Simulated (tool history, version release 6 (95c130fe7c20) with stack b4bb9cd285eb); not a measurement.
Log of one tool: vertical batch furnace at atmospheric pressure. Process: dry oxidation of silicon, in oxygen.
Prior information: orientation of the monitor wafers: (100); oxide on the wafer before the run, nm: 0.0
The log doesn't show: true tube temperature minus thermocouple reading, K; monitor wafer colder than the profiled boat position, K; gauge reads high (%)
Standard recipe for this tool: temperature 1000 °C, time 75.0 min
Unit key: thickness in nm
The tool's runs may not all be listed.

run    day  temperature  time  wafers since the last listed run  hours since the last temperature calibration  hours since the boat lift was adjusted  hours since the gauge calibration  read-back reference wafer on the same gauge, thickness  thickness
  1  0.000         1000  75.0                                 0                                        1470.2                                  3992.7                              131.7                                                   49.00      62.52
     0.021  -- gauge calibrated
  2  0.608         1000  75.0                               259                                        1484.8                                  4007.3                               14.1                                                   48.99      62.54
  3  1.300         1000  75.0                               295                                        1501.4                                  4023.9                               30.7                                                   49.02      62.41
  4  1.808         1000  75.0                               217                                        1513.6                                  4036.1                               42.9                                                   48.99      62.60
  5  2.242         1000  75.0                               185                                        1524.0                                  4046.5                               53.3                                                   49.01      62.80
     3.638  -- boat lift adjusted
  6  3.658         1000  75.0                               177                                        1558.0                                     0.5                               87.3                                                   49.01      62.90
  7  3.862         1000  75.0                                87                                        1562.9                                     5.4                               92.2                                                   49.01      62.90
  8  4.067         1000  75.0                                87                                        1567.8                                    10.3                               97.1                                                   48.99      62.74
  9  4.267         1009  75.0                                85                                        1572.6                                    15.1                              101.9                                                   48.99      68.28
 10  4.688         1000  75.0                               179                                        1582.7                                    25.2                              112.0                                                   49.00      62.67
 11  5.238          989  65.0                               234                                        1595.9                                    38.4                              125.2                                                   49.00      51.12
 12  5.554          979  54.0                               135                                        1603.5                                    46.0                              132.8                                                   48.99      41.24
     6.125  -- gauge calibrated
     6.683  -- thermocouples replaced and temperature profile calibrated
 13  6.704          991  75.0                                64                                           0.5                                    73.6                               13.9                                                   49.00      55.25
 14  6.908         1000  44.5                                87                                           5.4                                    78.5                               18.8                                                   49.00      43.23
 15  7.729         1012  42.5                               350                                          25.1                                    98.2                               38.5                                                   48.98      47.24
 16  8.500          991  75.0                               329                                          43.6                                   116.7                               57.0                                                   48.99      55.29

Results for each run, recomputed without the tool's hidden state and with each run's random variation untouched:
run  thickness
  1      60.46
  2      60.43
  3      60.27
  4      60.43
  5      60.59
  6      60.59
  7      60.58
  8      60.42
  9      65.85
 10      60.31
 11      49.16
 12      39.88
 13      55.11
 14      43.12
 15      47.13
 16      55.15
